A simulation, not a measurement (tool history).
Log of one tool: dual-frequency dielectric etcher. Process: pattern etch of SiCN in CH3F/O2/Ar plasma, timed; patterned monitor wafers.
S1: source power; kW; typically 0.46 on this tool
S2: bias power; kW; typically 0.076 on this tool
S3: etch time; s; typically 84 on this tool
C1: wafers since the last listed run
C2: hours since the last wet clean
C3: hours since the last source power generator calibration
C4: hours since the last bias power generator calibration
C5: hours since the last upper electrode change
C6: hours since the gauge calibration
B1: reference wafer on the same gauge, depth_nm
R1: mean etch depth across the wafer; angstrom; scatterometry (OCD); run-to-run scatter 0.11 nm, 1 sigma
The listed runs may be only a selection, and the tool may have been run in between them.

| run | hour | S1 | S2 | S3 | C1 | C2 | C3 | C4 | C5 | C6 | B1 | R1 |
|---|---|---|---|---|---|---|---|---|---|---|---|---|
| 1 | 0 | 0.46 | 0.076 | 103.5 | 0 | 228 | 1951.8 | 4170.6 | 4850.6 | 218.9 | 43.87 | 456.8 |
| 2 | 52.9 | 0.46 | 0.076 | 103.5 | 361 | 280.9 | 2004.7 | 4223.5 | 4903.5 | 271.8 | 43.9 | 459.8 |
| 3 | 103.2 | 0.46 | 0.076 | 84 | 343 | 331.2 | 2055 | 4273.8 | 4953.8 | 322.1 | 43.93 | 372 |
| 4 | 148.9 | 0.46 | 0.076 | 84 | 312 | 376.9 | 2100.7 | 4319.5 | 4999.5 | 367.8 | 43.91 | 373.6 |
| 5 | 181.9 | 0.46 | 0.076 | 84 | 225 | 409.9 | 2133.7 | 4352.5 | 5032.5 | 400.8 | 43.88 | 375.5 |
| 6 | 239.5 | 0.46 | 0.076 | 84 | 393 | 467.5 | 2191.3 | 4410.1 | 5090.1 | 458.4 | 43.89 | 375.3 |
| 7 | 294.8 | 0.46 | 0.076 | 84 | 377 | 522.8 | 2246.6 | 4465.4 | 5145.4 | 513.7 | 43.9 | 374.2 |
| 8 | 346.7 | 0.46 | 0.076 | 84 | 354 | 574.7 | 2298.5 | 4517.3 | 5197.3 | 565.6 | 43.94 | 374.3 |
|  | 412 | wet clean of the chamber |
| 9 | 412.5 | 0.37 | 0.063 | 90.5 | 285 | 0.5 | 2364.3 | 4583.1 | 5263.1 | 631.4 | 43.9 | 327 |
|  | 438 | upper electrode replaced |
| 10 | 438.5 | 0.46 | 0.076 | 73 | 13 | 26.5 | 2390.3 | 4609.1 | 0.5 | 657.4 | 43.89 | 320.3 |
| 11 | 532.4 | 0.53 | 0.076 | 84 | 641 | 120.4 | 2484.2 | 4703 | 94.4 | 751.3 | 43.88 | 395.4 |
|  | 540.4 | gauge calibrated |
|  | 556.1 | bias power generator calibrated |
| 12 | 569.6 | 0.46 | 0.076 | 84 | 226 | 157.6 | 2521.4 | 13.5 | 131.6 | 29.2 | 43.91 | 371.4 |
|  | 589.7 | source power generator calibrated |
| 13 | 617.6 | 0.51 | 0.07 | 59 | 300 | 205.6 | 27.9 | 61.5 | 179.6 | 77.2 | 43.88 | 265.4 |
| 14 | 679.5 | 0.46 | 0.07 | 84 | 423 | 267.5 | 89.8 | 123.4 | 241.5 | 139.1 | 43.88 | 358.8 |
| 15 | 737 | 0.46 | 0.062 | 104 | 392 | 325 | 147.3 | 180.9 | 299 | 196.6 | 43.9 | 427.4 |
| 16 | 793.9 | 0.46 | 0.076 | 84 | 388 | 381.9 | 204.2 | 237.8 | 355.9 | 253.5 | 43.9 | 371.3 |
| 17 | 836.1 | 0.53 | 0.076 | 66 | 288 | 424.1 | 246.4 | 280 | 398.1 | 295.7 | 43.91 | 313.2 |

Consider 5 possible next runs. They are alternatives, not a sequence: every one starts from the tool as it was left by run 17. What does each give?
| A | 836.5 | 0.46 | 0.076 | 70.5 | 2 | 424.5 | 246.8 | 280.4 | 398.5 | 296.1 | ? | ? |
| B | 836.5 | 0.46 | 0.093 | 84 | 2 | 424.5 | 246.8 | 280.4 | 398.5 | 296.1 | ? | ? |
| C | 836.5 | 0.38 | 0.076 | 62.5 | 2 | 424.5 | 246.8 | 280.4 | 398.5 | 296.1 | ? | ? |
| D | 836.5 | 0.46 | 0.067 | 76 | 2 | 424.5 | 246.8 | 280.4 | 398.5 | 296.1 | ? | ? |
| E | 836.5 | 0.41 | 0.06 | 71 | 2 | 424.5 | 246.8 | 280.4 | 398.5 | 296.1 | ? | ? |

| run | B1 | R1 |
|---|---|---|
| A | 43.89 | 310.6 |
| B | 43.89 | 400.5 |
| C | 43.89 | 248.2 |
| D | 43.89 | 319 |
| E | 43.89 | 268.6 |
With no hidden state in the tool, these same runs would have given:
| run | R1 |
|---|---|
| A | 306.6 |
| B | 395.4 |
| C | 245.1 |
| D | 315 |
| E | 265.2 |

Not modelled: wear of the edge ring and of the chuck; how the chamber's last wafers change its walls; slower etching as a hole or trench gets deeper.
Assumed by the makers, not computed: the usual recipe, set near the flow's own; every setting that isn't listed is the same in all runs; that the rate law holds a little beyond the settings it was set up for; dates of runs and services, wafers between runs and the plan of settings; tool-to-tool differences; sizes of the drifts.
